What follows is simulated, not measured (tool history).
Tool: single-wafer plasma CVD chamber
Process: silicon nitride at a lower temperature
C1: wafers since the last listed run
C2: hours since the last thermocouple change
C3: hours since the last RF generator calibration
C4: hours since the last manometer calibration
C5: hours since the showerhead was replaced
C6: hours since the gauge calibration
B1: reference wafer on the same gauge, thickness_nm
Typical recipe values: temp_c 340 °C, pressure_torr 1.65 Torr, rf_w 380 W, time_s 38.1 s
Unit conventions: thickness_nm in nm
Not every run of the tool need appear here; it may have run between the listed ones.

{"run": 1, "hour": 0.0, "temp_c": 340, "pressure_torr": 1.65, "rf_w": 365, "time_s": 40.1, "C1": 0, "C2": 2608.3, "C3": 2207.4, "C4": 1910.7, "C5": 4016.4, "C6": 745.0, "B1": 62.948, "thickness_nm": 57.4}
{"run": 2, "hour": 19.9, "temp_c": 340, "pressure_torr": 1.65, "rf_w": 365, "time_s": 40.1, "C1": 612, "C2": 2628.2, "C3": 2227.3, "C4": 1930.6, "C5": 4036.3, "C6": 764.9, "B1": 62.875, "thickness_nm": 57.028}
{"run": 3, "hour": 53.3, "temp_c": 340, "pressure_torr": 1.65, "rf_w": 380, "time_s": 38.1, "C1": 1028, "C2": 2661.6, "C3": 2260.7, "C4": 1964.0, "C5": 4069.7, "C6": 798.3, "B1": 62.92, "thickness_nm": 55.388}
{"hour": 98.3, "done": "thermocouple changed; heater temperature recalibrated"}
{"hour": 103.4, "done": "capacitance manometer re-zeroed and calibrated"}
{"run": 4, "hour": 116.0, "temp_c": 340, "pressure_torr": 1.65, "rf_w": 380, "time_s": 38.1, "C1": 1528, "C2": 17.7, "C3": 2323.4, "C4": 12.6, "C5": 4132.4, "C6": 861.0, "B1": 62.915, "thickness_nm": 51.537}
{"run": 5, "hour": 140.2, "temp_c": 340, "pressure_torr": 1.65, "rf_w": 380, "time_s": 38.1, "C1": 745, "C2": 41.9, "C3": 2347.6, "C4": 36.8, "C5": 4156.6, "C6": 885.2, "B1": 62.843, "thickness_nm": 51.846}
{"run": 6, "hour": 163.5, "temp_c": 340, "pressure_torr": 1.65, "rf_w": 380, "time_s": 38.1, "C1": 717, "C2": 65.2, "C3": 2370.9, "C4": 60.1, "C5": 4179.9, "C6": 908.5, "B1": 62.884, "thickness_nm": 51.684}
{"run": 7, "hour": 185.0, "temp_c": 340, "pressure_torr": 1.65, "rf_w": 380, "time_s": 38.1, "C1": 662, "C2": 86.7, "C3": 2392.4, "C4": 81.6, "C5": 4201.4, "C6": 930.0, "B1": 62.931, "thickness_nm": 51.509}
{"run": 8, "hour": 200.7, "temp_c": 340, "pressure_torr": 1.65, "rf_w": 380, "time_s": 38.1, "C1": 483, "C2": 102.4, "C3": 2408.1, "C4": 97.3, "C5": 4217.1, "C6": 945.7, "B1": 62.95, "thickness_nm": 52.035}
{"run": 9, "hour": 218.3, "temp_c": 340, "pressure_torr": 1.65, "rf_w": 380, "time_s": 42.9, "C1": 541, "C2": 120.0, "C3": 2425.7, "C4": 114.9, "C5": 4234.7, "C6": 963.3, "B1": 62.952, "thickness_nm": 58.69}
{"hour": 241.5, "done": "capacitance manometer re-zeroed and calibrated, repeated, since the last time left the tool worse"}
{"run": 10, "hour": 242.0, "temp_c": 340, "pressure_torr": 1.65, "rf_w": 380, "time_s": 42.9, "C1": 483, "C2": 143.7, "C3": 2449.4, "C4": 0.5, "C5": 4258.4, "C6": 987.0, "B1": 62.939, "thickness_nm": 60.665}
{"run": 11, "hour": 271.8, "temp_c": 340, "pressure_torr": 1.65, "rf_w": 380, "time_s": 38.1, "C1": 917, "C2": 173.5, "C3": 2479.2, "C4": 30.3, "C5": 4288.2, "C6": 1016.8, "B1": 62.903, "thickness_nm": 54.071}
{"run": 12, "hour": 301.1, "temp_c": 340, "pressure_torr": 1.65, "rf_w": 380, "time_s": 38.1, "C1": 902, "C2": 202.8, "C3": 2508.5, "C4": 59.6, "C5": 4317.5, "C6": 1046.1, "B1": 62.892, "thickness_nm": 54.091}
{"run": 13, "hour": 333.6, "temp_c": 340, "pressure_torr": 1.65, "rf_w": 380, "time_s": 38.1, "C1": 1000, "C2": 235.3, "C3": 2541.0, "C4": 92.1, "C5": 4350.0, "C6": 1078.6, "B1": 62.892, "thickness_nm": 54.18}
{"hour": 411.8, "done": "gauge calibrated"}
{"run": 14, "hour": 418.2, "temp_c": 346, "pressure_torr": 1.65, "rf_w": 380, "time_s": 38.1, "C1": 2604, "C2": 319.9, "C3": 2625.6, "C4": 176.7, "C5": 4434.6, "C6": 6.4, "B1": 62.933, "thickness_nm": 54.181}
{"run": 15, "hour": 435.6, "temp_c": 332, "pressure_torr": 1.65, "rf_w": 380, "time_s": 38.1, "C1": 535, "C2": 337.3, "C3": 2643.0, "C4": 194.1, "C5": 4452.0, "C6": 23.8, "B1": 62.918, "thickness_nm": 54.441}
{"hour": 451.7, "done": "showerhead replaced"}
{"hour": 464.9, "done": "RF generator calibrated"}
{"run": 16, "hour": 465.4, "temp_c": 340, "pressure_torr": 2.04, "rf_w": 420, "time_s": 38.1, "C1": 424, "C2": 367.1, "C3": 0.5, "C4": 223.9, "C5": 13.7, "C6": 53.6, "B1": 62.953, "thickness_nm": 61.902}
{"run": 17, "hour": 481.6, "temp_c": 354, "pressure_torr": 1.65, "rf_w": 380, "time_s": 31.7, "C1": 498, "C2": 383.3, "C3": 16.7, "C4": 240.1, "C5": 29.9, "C6": 69.8, "B1": 62.822, "thickness_nm": 45.067}
{"run": 18, "hour": 539.3, "temp_c": 340, "pressure_torr": 1.49, "rf_w": 380, "time_s": 43.8, "C1": 1776, "C2": 441.0, "C3": 74.4, "C4": 297.8, "C5": 87.6, "C6": 127.5, "B1": 62.884, "thickness_nm": 59.868}
{"run": 19, "hour": 557.8, "temp_c": 340, "pressure_torr": 1.65, "rf_w": 450, "time_s": 38.1, "C1": 569, "C2": 459.5, "C3": 92.9, "C4": 316.3, "C5": 106.1, "C6": 146.0, "B1": 62.954, "thickness_nm": 59.342}
{"run": 20, "hour": 582.0, "temp_c": 340, "pressure_torr": 1.65, "rf_w": 380, "time_s": 38.1, "C1": 745, "C2": 483.7, "C3": 117.1, "C4": 340.5, "C5": 130.3, "C6": 170.2, "B1": 62.888, "thickness_nm": 54.372}
{"run": 21, "hour": 603.6, "temp_c": 340, "pressure_torr": 1.65, "rf_w": 380, "time_s": 38.1, "C1": 665, "C2": 505.3, "C3": 138.7, "C4": 362.1, "C5": 151.9, "C6": 191.8, "B1": 62.849, "thickness_nm": 54.416}
{"run": 22, "hour": 626.9, "temp_c": 340, "pressure_torr": 1.65, "rf_w": 380, "time_s": 38.1, "C1": 717, "C2": 528.6, "C3": 162.0, "C4": 385.4, "C5": 175.2, "C6": 215.1, "B1": 62.955, "thickness_nm": 54.737}
{"run": 23, "hour": 656.5, "temp_c": 326, "pressure_torr": 1.65, "rf_w": 380, "time_s": 38.1, "C1": 911, "C2": 558.2, "C3": 191.6, "C4": 415.0, "C5": 204.8, "C6": 244.7, "B1": 62.844, "thickness_nm": 55.108}
{"run": 24, "hour": 683.2, "temp_c": 340, "pressure_torr": 2.06, "rf_w": 380, "time_s": 38.1, "C1": 822, "C2": 584.9, "C3": 218.3, "C4": 441.7, "C5": 231.5, "C6": 271.4, "B1": 62.898, "thickness_nm": 59.345}
{"run": 25, "hour": 712.6, "temp_c": 333, "pressure_torr": 1.41, "rf_w": 340, "time_s": 36.1, "C1": 905, "C2": 614.3, "C3": 247.7, "C4": 471.1, "C5": 260.9, "C6": 300.8, "B1": 62.941, "thickness_nm": 45.776}
{"run": 26, "hour": 733.2, "temp_c": 340, "pressure_torr": 1.76, "rf_w": 440, "time_s": 35.3, "C1": 634, "C2": 634.9, "C3": 268.3, "C4": 491.7, "C5": 281.5, "C6": 321.4, "B1": 62.889, "thickness_nm": 55.915}
{"run": 27, "hour": 747.4, "temp_c": 340, "pressure_torr": 1.65, "rf_w": 380, "time_s": 38.1, "C1": 437, "C2": 649.1, "C3": 282.5, "C4": 505.9, "C5": 295.7, "C6": 335.6, "B1": 62.869, "thickness_nm": 54.72}
{"run": 28, "hour": 763.3, "temp_c": 340, "pressure_torr": 1.65, "rf_w": 360, "time_s": 42.5, "C1": 489, "C2": 665.0, "C3": 298.4, "C4": 521.8, "C5": 311.6, "C6": 351.5, "B1": 62.839, "thickness_nm": 59.627}

Run-by-run hidden state of the tool:
wafer temperature above the value expected at the setpoint (K): 0 on each run
delivered RF power above the setpoint (%): 0 on each run
gauge reads high (%): 0 on each run
H1: true pressure above the setpoint (%)
run=1 H1=6.67
run=2 H1=6.69
run=3 H1=6.71
run=4 H1=-10.3
run=5 H1=-10.1
run=6 H1=-9.96
run=7 H1=-9.8
run=8 H1=-9.69
run=9 H1=-9.56
run=10 H1=-1.45
run=11 H1=-1.21
run=12 H1=-0.982
run=13 H1=-0.739
run=14 H1=-0.154
run=15 H1=-0.0414
run=16 H1=0.146
run=17 H1=0.245
run=18 H1=0.581
run=19 H1=0.684
run=20 H1=0.814
run=21 H1=0.927
run=22 H1=1.05
run=23 H1=1.19
run=24 H1=1.32
run=25 H1=1.45
run=26 H1=1.54
run=27 H1=1.61
run=28 H1=1.67
